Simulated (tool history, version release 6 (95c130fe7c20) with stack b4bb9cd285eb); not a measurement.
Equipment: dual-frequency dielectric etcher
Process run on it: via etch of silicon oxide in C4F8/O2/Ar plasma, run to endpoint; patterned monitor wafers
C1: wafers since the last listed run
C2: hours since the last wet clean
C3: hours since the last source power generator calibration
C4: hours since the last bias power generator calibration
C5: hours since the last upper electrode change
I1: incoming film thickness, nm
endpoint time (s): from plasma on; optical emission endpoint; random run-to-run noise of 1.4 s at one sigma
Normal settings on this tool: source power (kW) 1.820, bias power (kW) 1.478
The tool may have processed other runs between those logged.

run 1 hour=0.0 | source_power_(kW)=1.820 bias_power_(kW)=1.478 | C1=0 C2=345.6 C3=2014.4 C4=2222.3 C5=3043.7 | I1=1129.1 | endpoint_time_(s)=279.0
run 2 hour=97.4 | source_power_(kW)=1.820 bias_power_(kW)=1.478 | C1=286 C2=443.0 C3=2111.8 C4=2319.7 C5=3141.1 | I1=1131.2 | endpoint_time_(s)=282.5
-- hour=154.9 wet clean of the chamber
run 3 hour=195.7 | source_power_(kW)=1.820 bias_power_(kW)=1.478 | C1=218 C2=40.8 C3=2210.1 C4=2418.0 C5=3239.4 | I1=1115.7 | endpoint_time_(s)=265.7
run 4 hour=281.3 | source_power_(kW)=1.820 bias_power_(kW)=1.478 | C1=251 C2=126.4 C3=2295.7 C4=2503.6 C5=3325.0 | I1=1112.1 | endpoint_time_(s)=268.6
run 5 hour=330.4 | source_power_(kW)=1.820 bias_power_(kW)=1.478 | C1=144 C2=175.5 C3=2344.8 C4=2552.7 C5=3374.1 | I1=1129.7 | endpoint_time_(s)=269.8
run 6 hour=385.7 | source_power_(kW)=2.050 bias_power_(kW)=1.611 | C1=162 C2=230.8 C3=2400.1 C4=2608.0 C5=3429.4 | I1=1106.6 | endpoint_time_(s)=250.5
run 7 hour=451.6 | source_power_(kW)=2.050 bias_power_(kW)=1.611 | C1=193 C2=296.7 C3=2466.0 C4=2673.9 C5=3495.3 | I1=1105.4 | endpoint_time_(s)=251.0
run 8 hour=498.5 | source_power_(kW)=1.820 bias_power_(kW)=1.478 | C1=137 C2=343.6 C3=2512.9 C4=2720.8 C5=3542.2 | I1=1107.2 | endpoint_time_(s)=272.1
-- hour=627.8 wet clean of the chamber
-- hour=728.3 upper electrode replaced
run 9 hour=801.4 | source_power_(kW)=1.820 bias_power_(kW)=1.478 | C1=749 C2=173.6 C3=2815.8 C4=3023.7 C5=73.1 | I1=1111.9 | endpoint_time_(s)=268.1
-- hour=1026.2 bias power generator calibrated
-- hour=1037.3 wet clean of the chamber
run 10 hour=1111.8 | source_power_(kW)=1.940 bias_power_(kW)=1.130 | C1=868 C2=74.5 C3=3126.2 C4=85.6 C5=383.5 | I1=1119.9 | endpoint_time_(s)=284.9
run 11 hour=1173.3 | source_power_(kW)=2.160 bias_power_(kW)=1.205 | C1=180 C2=136.0 C3=3187.7 C4=147.1 C5=445.0 | I1=1118.3 | endpoint_time_(s)=267.9
-- hour=1262.5 source power generator calibrated
run 12 hour=1262.8 | source_power_(kW)=1.620 bias_power_(kW)=1.478 | C1=251 C2=225.5 C3=0.3 C4=236.6 C5=534.5 | I1=1125.2 | endpoint_time_(s)=284.9
run 13 hour=1304.7 | source_power_(kW)=1.560 bias_power_(kW)=1.707 | C1=123 C2=267.4 C3=42.2 C4=278.5 C5=576.4 | I1=1105.2 | endpoint_time_(s)=272.6
run 14 hour=1389.4 | source_power_(kW)=1.600 bias_power_(kW)=1.572 | C1=249 C2=352.1 C3=126.9 C4=363.2 C5=661.1 | I1=1121.9 | endpoint_time_(s)=281.4
-- hour=1501.2 wet clean of the chamber
run 15 hour=1501.7 | source_power_(kW)=2.070 bias_power_(kW)=1.478 | C1=259 C2=0.5 C3=239.2 C4=475.5 C5=773.4 | I1=1117.6 | endpoint_time_(s)=252.9
run 16 hour=1531.5 | source_power_(kW)=1.820 bias_power_(kW)=1.478 | C1=87 C2=30.3 C3=269.0 C4=505.3 C5=803.2 | I1=1132.3 | endpoint_time_(s)=271.1
run 17 hour=1581.3 | source_power_(kW)=1.820 bias_power_(kW)=1.478 | C1=146 C2=80.1 C3=318.8 C4=555.1 C5=853.0 | I1=1101.9 | endpoint_time_(s)=263.8
run 18 hour=1637.1 | source_power_(kW)=1.610 bias_power_(kW)=1.226 | C1=164 C2=135.9 C3=374.6 C4=610.9 C5=908.8 | I1=1109.6 | endpoint_time_(s)=297.9
run 19 hour=1680.0 | source_power_(kW)=1.820 bias_power_(kW)=1.360 | C1=126 C2=178.8 C3=417.5 C4=653.8 C5=951.7 | I1=1109.8 | endpoint_time_(s)=274.6

Across each entry between runs, compare the hidden state at the last listed run before it with the hidden state at the first listed run after it:
Runs 2 to 3: wet clean of the chamber (hour 154.9)
  etch rate over this chamber's usual, %: -3.63 -> -0.0175
  measured minus no-state result, endpoint time (s): +10.2 -> +0.1
Runs 8 to 9: wet clean of the chamber (hour 627.8); upper electrode replaced (hour 728.3)
  etch rate over this chamber's usual, %: -2.62 -> -1.17
  measured minus no-state result, endpoint time (s): +7.1 -> +3.1
Runs 9 to 10: bias power generator calibrated (hour 1026.2); wet clean of the chamber (hour 1037.3)
  etch rate over this chamber's usual, %: -1.17 -> 0.313
  measured minus no-state result, endpoint time (s): +3.1 -> -0.9
Runs 11 to 12: source power generator calibrated (hour 1262.5)
  etch rate over this chamber's usual, %: -0.216 -> -0.986
  measured minus no-state result, endpoint time (s): +0.6 -> +2.8
Runs 14 to 15: wet clean of the chamber (hour 1501.2)
  etch rate over this chamber's usual, %: -2.07 -> 0.0624
  measured minus no-state result, endpoint time (s): +5.9 -> -0.2

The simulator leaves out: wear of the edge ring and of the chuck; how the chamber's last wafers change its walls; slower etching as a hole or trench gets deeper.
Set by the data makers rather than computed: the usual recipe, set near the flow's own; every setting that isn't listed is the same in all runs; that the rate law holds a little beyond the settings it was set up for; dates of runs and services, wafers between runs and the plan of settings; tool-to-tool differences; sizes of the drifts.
